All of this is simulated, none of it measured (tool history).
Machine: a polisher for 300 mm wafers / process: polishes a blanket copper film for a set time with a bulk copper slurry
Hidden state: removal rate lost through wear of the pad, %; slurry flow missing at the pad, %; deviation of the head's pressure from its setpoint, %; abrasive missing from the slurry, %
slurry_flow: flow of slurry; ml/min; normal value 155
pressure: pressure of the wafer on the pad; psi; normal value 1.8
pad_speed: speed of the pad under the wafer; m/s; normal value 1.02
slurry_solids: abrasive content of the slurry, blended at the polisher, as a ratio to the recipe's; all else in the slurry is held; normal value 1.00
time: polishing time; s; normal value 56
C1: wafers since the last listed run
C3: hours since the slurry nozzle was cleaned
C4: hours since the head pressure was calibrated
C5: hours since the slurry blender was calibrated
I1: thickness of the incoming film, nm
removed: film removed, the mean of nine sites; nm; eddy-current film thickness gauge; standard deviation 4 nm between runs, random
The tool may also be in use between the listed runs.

{"run": 1, "hour": 0.0, "slurry_flow": 155, "pressure": 1.8, "pad_speed": 1.02, "slurry_solids": 1.0, "time": 64, "C1": 0, "wafers polished on this pad": 2756, "C3": 377.7, "C4": 212.0, "C5": 318.1, "I1": 2892.9, "removed": 339.6}
{"run": 2, "hour": 53.5, "slurry_flow": 155, "pressure": 1.8, "pad_speed": 1.02, "slurry_solids": 1.0, "time": 64, "C1": 521, "wafers polished on this pad": 3277, "C3": 431.2, "C4": 265.5, "C5": 371.6, "I1": 2963.8, "removed": 335.2}
{"hour": 88.7, "done": "slurry blender recalibrated"}
{"run": 3, "hour": 108.5, "slurry_flow": 155, "pressure": 1.8, "pad_speed": 1.02, "slurry_solids": 1.0, "time": 56, "C1": 516, "wafers polished on this pad": 3794, "C3": 486.2, "C4": 320.5, "C5": 19.8, "I1": 2863.5, "removed": 290.7}
{"hour": 143.7, "done": "slurry nozzle cleaned"}
{"run": 4, "hour": 154.7, "slurry_flow": 120, "pressure": 1.9, "pad_speed": 1.02, "slurry_solids": 1.0, "time": 56, "C1": 440, "wafers polished on this pad": 4234, "C3": 11.0, "C4": 366.7, "C5": 66.0, "I1": 2950.6, "removed": 289.9}
{"hour": 170.5, "done": "worn pad replaced by a new one"}
{"run": 5, "hour": 179.8, "slurry_flow": 120, "pressure": 1.9, "pad_speed": 1.02, "slurry_solids": 1.0, "time": 56, "C1": 205, "wafers polished on this pad": 90, "C3": 36.1, "C4": 391.8, "C5": 91.1, "I1": 2883.2, "removed": 290.1}
{"run": 6, "hour": 241.6, "slurry_flow": 120, "pressure": 1.9, "pad_speed": 1.02, "slurry_solids": 1.0, "time": 56, "C1": 602, "wafers polished on this pad": 692, "C3": 97.9, "C4": 453.6, "C5": 152.9, "I1": 2906.2, "removed": 287.6}
{"hour": 296.1, "done": "head pressure recalibrated, repeated, since the last time left the tool worse"}
{"run": 7, "hour": 310.2, "slurry_flow": 155, "pressure": 1.8, "pad_speed": 1.02, "slurry_solids": 1.0, "time": 56, "C1": 648, "wafers polished on this pad": 1341, "C3": 166.5, "C4": 14.1, "C5": 221.5, "I1": 2931.5, "removed": 325.7}
{"run": 8, "hour": 360.2, "slurry_flow": 155, "pressure": 1.8, "pad_speed": 1.02, "slurry_solids": 1.0, "time": 56, "C1": 487, "wafers polished on this pad": 1828, "C3": 216.5, "C4": 64.1, "C5": 271.5, "I1": 2893.1, "removed": 329.5}
{"run": 9, "hour": 400.9, "slurry_flow": 155, "pressure": 1.8, "pad_speed": 1.02, "slurry_solids": 1.0, "time": 56, "C1": 396, "wafers polished on this pad": 2224, "C3": 257.2, "C4": 104.8, "C5": 312.2, "I1": 2867.3, "removed": 324.6}
{"run": 10, "hour": 452.0, "slurry_flow": 200, "pressure": 1.8, "pad_speed": 1.02, "slurry_solids": 1.0, "time": 72, "C1": 497, "wafers polished on this pad": 2722, "C3": 308.3, "C4": 155.9, "C5": 363.3, "I1": 2912.7, "removed": 436.1}
{"hour": 490.5, "done": "slurry blender recalibrated"}
{"run": 11, "hour": 509.6, "slurry_flow": 155, "pressure": 1.8, "pad_speed": 1.26, "slurry_solids": 1.0, "time": 56, "C1": 541, "wafers polished on this pad": 3264, "C3": 365.9, "C4": 213.5, "C5": 19.1, "I1": 2890.3, "removed": 393.9}
{"hour": 577.7, "done": "worn pad replaced by a new one"}
{"run": 12, "hour": 578.2, "slurry_flow": 155, "pressure": 1.8, "pad_speed": 1.02, "slurry_solids": 1.0, "time": 56, "C1": 629, "wafers polished on this pad": 4, "C3": 434.5, "C4": 282.1, "C5": 87.7, "I1": 2861.9, "removed": 325.2}
{"hour": 581.2, "done": "slurry nozzle cleaned"}
{"run": 13, "hour": 614.2, "slurry_flow": 155, "pressure": 1.8, "pad_speed": 1.02, "slurry_solids": 1.0, "time": 56, "C1": 340, "wafers polished on this pad": 345, "C3": 33.0, "C4": 318.1, "C5": 123.7, "I1": 2878.6, "removed": 330.0}
{"run": 14, "hour": 644.8, "slurry_flow": 155, "pressure": 1.8, "pad_speed": 1.02, "slurry_solids": 1.0, "time": 56, "C1": 298, "wafers polished on this pad": 643, "C3": 63.6, "C4": 348.7, "C5": 154.3, "I1": 2879.7, "removed": 326.6}
{"run": 15, "hour": 686.1, "slurry_flow": 155, "pressure": 1.5, "pad_speed": 1.28, "slurry_solids": 1.0, "time": 56, "C1": 402, "wafers polished on this pad": 1045, "C3": 104.9, "C4": 390.0, "C5": 195.6, "I1": 2859.6, "removed": 339.8}
{"run": 16, "hour": 735.4, "slurry_flow": 155, "pressure": 1.3, "pad_speed": 1.28, "slurry_solids": 1.0, "time": 56, "C1": 480, "wafers polished on this pad": 1526, "C3": 154.2, "C4": 439.3, "C5": 244.9, "I1": 2864.5, "removed": 298.5}
{"run": 17, "hour": 780.1, "slurry_flow": 155, "pressure": 1.8, "pad_speed": 1.26, "slurry_solids": 1.0, "time": 50, "C1": 435, "wafers polished on this pad": 1961, "C3": 198.9, "C4": 484.0, "C5": 289.6, "I1": 2924.6, "removed": 352.2}
{"run": 18, "hour": 814.2, "slurry_flow": 155, "pressure": 1.8, "pad_speed": 1.02, "slurry_solids": 1.0, "time": 56, "C1": 332, "wafers polished on this pad": 2293, "C3": 233.0, "C4": 518.1, "C5": 323.7, "I1": 2913.4, "removed": 328.2}
{"run": 19, "hour": 847.6, "slurry_flow": 155, "pressure": 1.3, "pad_speed": 1.02, "slurry_solids": 1.0, "time": 56, "C1": 325, "wafers polished on this pad": 2618, "C3": 266.4, "C4": 551.5, "C5": 357.1, "I1": 2958.2, "removed": 232.3}
{"run": 20, "hour": 885.6, "slurry_flow": 155, "pressure": 1.8, "pad_speed": 1.36, "slurry_solids": 1.0, "time": 56, "C1": 370, "wafers polished on this pad": 2989, "C3": 304.4, "C4": 589.5, "C5": 395.1, "I1": 2889.6, "removed": 426.3}
{"run": 21, "hour": 927.8, "slurry_flow": 155, "pressure": 1.8, "pad_speed": 1.02, "slurry_solids": 1.0, "time": 56, "C1": 411, "wafers polished on this pad": 3400, "C3": 346.6, "C4": 631.7, "C5": 437.3, "I1": 2885.7, "removed": 322.1}
{"run": 22, "hour": 984.1, "slurry_flow": 155, "pressure": 1.8, "pad_speed": 1.02, "slurry_solids": 1.0, "time": 56, "C1": 548, "wafers polished on this pad": 3948, "C3": 402.9, "C4": 688.0, "C5": 493.6, "I1": 2916.0, "removed": 312.2}
{"hour": 1003.5, "done": "slurry blender recalibrated"}
{"run": 23, "hour": 1039.7, "slurry_flow": 155, "pressure": 1.8, "pad_speed": 1.14, "slurry_solids": 1.15, "time": 56, "C1": 522, "wafers polished on this pad": 4470, "C3": 458.5, "C4": 743.6, "C5": 36.2, "I1": 2921.1, "removed": 366.8}
{"hour": 1066.8, "done": "worn pad replaced by a new one"}
{"run": 24, "hour": 1090.8, "slurry_flow": 105, "pressure": 1.8, "pad_speed": 1.02, "slurry_solids": 1.0, "time": 56, "C1": 458, "wafers polished on this pad": 233, "C3": 509.6, "C4": 794.7, "C5": 87.3, "I1": 2917.1, "removed": 280.8}
{"hour": 1096.0, "done": "slurry nozzle cleaned"}
{"hour": 1100.9, "done": "head pressure recalibrated"}
{"run": 25, "hour": 1143.5, "slurry_flow": 110, "pressure": 1.3, "pad_speed": 1.24, "slurry_solids": 1.0, "time": 72, "C1": 484, "wafers polished on this pad": 717, "C3": 47.5, "C4": 42.6, "C5": 140.0, "I1": 2918.6, "removed": 352.0}
{"run": 26, "hour": 1202.1, "slurry_flow": 155, "pressure": 1.8, "pad_speed": 1.26, "slurry_solids": 1.0, "time": 50, "C1": 570, "wafers polished on this pad": 1288, "C3": 106.1, "C4": 101.2, "C5": 198.6, "I1": 2925.2, "removed": 369.6}
{"run": 27, "hour": 1266.9, "slurry_flow": 115, "pressure": 1.8, "pad_speed": 1.02, "slurry_solids": 1.0, "time": 56, "C1": 631, "wafers polished on this pad": 1919, "C3": 170.9, "C4": 166.0, "C5": 263.4, "I1": 2884.4, "removed": 312.7}
{"run": 28, "hour": 1304.5, "slurry_flow": 155, "pressure": 1.8, "pad_speed": 1.02, "slurry_solids": 0.9, "time": 56, "C1": 366, "wafers polished on this pad": 2285, "C3": 208.5, "C4": 203.6, "C5": 301.0, "I1": 2913.7, "removed": 325.8}
{"run": 29, "hour": 1347.9, "slurry_flow": 155, "pressure": 1.8, "pad_speed": 1.02, "slurry_solids": 1.0, "time": 56, "C1": 422, "wafers polished on this pad": 2708, "C3": 251.9, "C4": 247.0, "C5": 344.4, "I1": 2856.6, "removed": 336.4}
{"run": 30, "hour": 1415.4, "slurry_flow": 135, "pressure": 1.5, "pad_speed": 1.02, "slurry_solids": 1.0, "time": 56, "C1": 657, "wafers polished on this pad": 3366, "C3": 319.4, "C4": 314.5, "C5": 411.9, "I1": 2922.0, "removed": 268.4}
{"hour": 1464.2, "done": "worn pad replaced by a new one"}
{"run": 31, "hour": 1465.8, "slurry_flow": 155, "pressure": 1.8, "pad_speed": 1.02, "slurry_solids": 1.0, "time": 56, "C1": 451, "wafers polished on this pad": 15, "C3": 369.8, "C4": 364.9, "C5": 462.3, "I1": 2912.8, "removed": 329.6}

Below are 3 alternative next runs, each starting from the tool's condition after run 31. Predict each:
{"run": "A", "hour": 1466.2, "slurry_flow": 155, "pressure": 1.8, "pad_speed": 1.02, "slurry_solids": 1.0, "time": 56, "C1": 3, "wafers polished on this pad": 19, "C3": 370.2, "C4": 365.3, "C5": 462.7, "I1": 2946.7, "removed": "?"}
{"run": "B", "hour": 1466.2, "slurry_flow": 155, "pressure": 1.4, "pad_speed": 0.92, "slurry_solids": 0.8, "time": 65, "C1": 3, "wafers polished on this pad": 19, "C3": 370.2, "C4": 365.3, "C5": 462.7, "I1": 2946.7, "removed": "?"}
{"run": "C", "hour": 1466.2, "slurry_flow": 120, "pressure": 1.8, "pad_speed": 1.34, "slurry_solids": 1.0, "time": 66, "C1": 3, "wafers polished on this pad": 19, "C3": 370.2, "C4": 365.3, "C5": 462.7, "I1": 2946.7, "removed": "?"}

run=A removed=331.5
run=B removed=256.9
run=C removed=484.2
With no hidden state in the tool, these same runs would have given:
run=A removed=334.1
run=B removed=259.0
run=C removed=488.1
